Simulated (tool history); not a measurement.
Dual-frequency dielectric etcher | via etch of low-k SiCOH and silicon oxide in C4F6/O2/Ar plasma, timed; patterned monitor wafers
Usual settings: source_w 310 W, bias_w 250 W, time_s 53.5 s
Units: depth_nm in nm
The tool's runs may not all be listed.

run,hour,source_w,bias_w,time_s,wafers since the last listed run,hours since the last wet clean,hours since the last source power generator calibration,hours since the last bias power generator calibration,hours since the last upper electrode change,hours since the gauge calibration,"read-back reference wafer on the same gauge, depth_nm",depth_nm
1,0.0,310,217,53.5,0,359.9,3190.8,3121.1,2563.4,176.6,187.0,154.3
2,17.2,310,217,53.5,194,377.1,3208.0,3138.3,2580.6,193.8,187.0,154.2
3,26.7,330,211,53.5,107,386.6,3217.5,3147.8,2590.1,203.3,186.7,157.8
4,40.7,330,211,53.5,158,400.6,3231.5,3161.8,2604.1,217.3,187.1,157.2
5,53.9,330,211,53.5,149,413.8,3244.7,3175.0,2617.3,230.5,187.0,155.4
6,67.0,310,250,53.5,148,426.9,3257.8,3188.1,2630.4,243.6,187.0,165.8
7,77.1,310,250,53.5,114,437.0,3267.9,3198.2,2640.5,253.7,187.0,165.4
8,92.3,310,250,53.5,172,452.2,3283.1,3213.4,2655.7,268.9,187.0,164.5
9,108.3,310,250,65.0,181,468.2,3299.1,3229.4,2671.7,284.9,187.1,198.5
# hour 120.2: source power generator calibrated
10,121.7,310,250,65.0,106,481.6,1.5,3242.8,2685.1,298.3,187.1,202.8
11,138.5,310,250,65.0,190,498.4,18.3,3259.6,2701.9,315.1,187.0,200.9
12,156.1,310,250,61.0,199,516.0,35.9,3277.2,2719.5,332.7,187.0,188.4
13,169.5,310,250,61.0,151,529.4,49.3,3290.6,2732.9,346.1,187.3,187.9
# hour 175.9: gauge calibrated
# hour 180.6: bias power generator calibrated
14,186.0,310,281,53.5,141,545.9,65.8,5.4,2749.4,10.1,187.0,173.0
# hour 217.1: wet clean of the chamber
# hour 220.5: upper electrode replaced
15,221.0,260,250,53.5,86,3.9,100.8,40.4,0.5,45.1,186.8,152.3
16,221.3,310,250,44.5,3,4.2,101.1,40.7,0.8,45.4,187.1,136.2
17,221.6,330,211,53.5,3,4.5,101.4,41.0,1.1,45.7,187.2,157.3
18,231.5,250,250,63.0,112,14.4,111.3,50.9,11.0,55.6,187.0,176.5
19,239.7,310,217,53.5,92,22.6,119.5,59.1,19.2,63.8,186.9,154.0
20,249.7,310,250,53.5,113,32.6,129.5,69.1,29.2,73.8,187.0,166.9
21,258.1,310,250,53.5,95,41.0,137.9,77.5,37.6,82.2,186.9,164.4
22,275.0,310,283,53.5,191,57.9,154.8,94.4,54.5,99.1,187.0,174.3
23,291.4,310,250,53.5,185,74.3,171.2,110.8,70.9,115.5,187.2,165.7
24,304.4,280,305,59.5,147,87.3,184.2,123.8,83.9,128.5,187.0,191.9
25,318.2,360,280,49.0,156,101.1,198.0,137.6,97.7,142.3,186.9,170.1
26,330.9,240,250,53.5,143,113.8,210.7,150.3,110.4,155.0,186.9,147.9
27,337.4,310,200,65.5,73,120.3,217.2,156.8,116.9,161.5,186.7,182.9
28,347.8,350,306,53.5,117,130.7,227.6,167.2,127.3,171.9,187.3,189.5

Forecast each of these 5 alternatives for the next run:
A,348.2,290,250,53.5,4,131.1,228.0,167.6,127.7,172.3,?,?
B,348.2,350,250,59.5,4,131.1,228.0,167.6,127.7,172.3,?,?
C,348.2,350,269,53.5,4,131.1,228.0,167.6,127.7,172.3,?,?
D,348.2,260,250,42.5,4,131.1,228.0,167.6,127.7,172.3,?,?
E,348.2,360,219,53.5,4,131.1,228.0,167.6,127.7,172.3,?,?

run,"read-back reference wafer on the same gauge, depth_nm",depth_nm
A,187.3,160.1
B,187.3,193.2
C,187.3,179.5
D,187.3,121.2
E,187.3,165.7
Without the tool's hidden state the same runs would have given:
run,depth_nm
A,160.1
B,193.2
C,179.5
D,121.2
E,165.7

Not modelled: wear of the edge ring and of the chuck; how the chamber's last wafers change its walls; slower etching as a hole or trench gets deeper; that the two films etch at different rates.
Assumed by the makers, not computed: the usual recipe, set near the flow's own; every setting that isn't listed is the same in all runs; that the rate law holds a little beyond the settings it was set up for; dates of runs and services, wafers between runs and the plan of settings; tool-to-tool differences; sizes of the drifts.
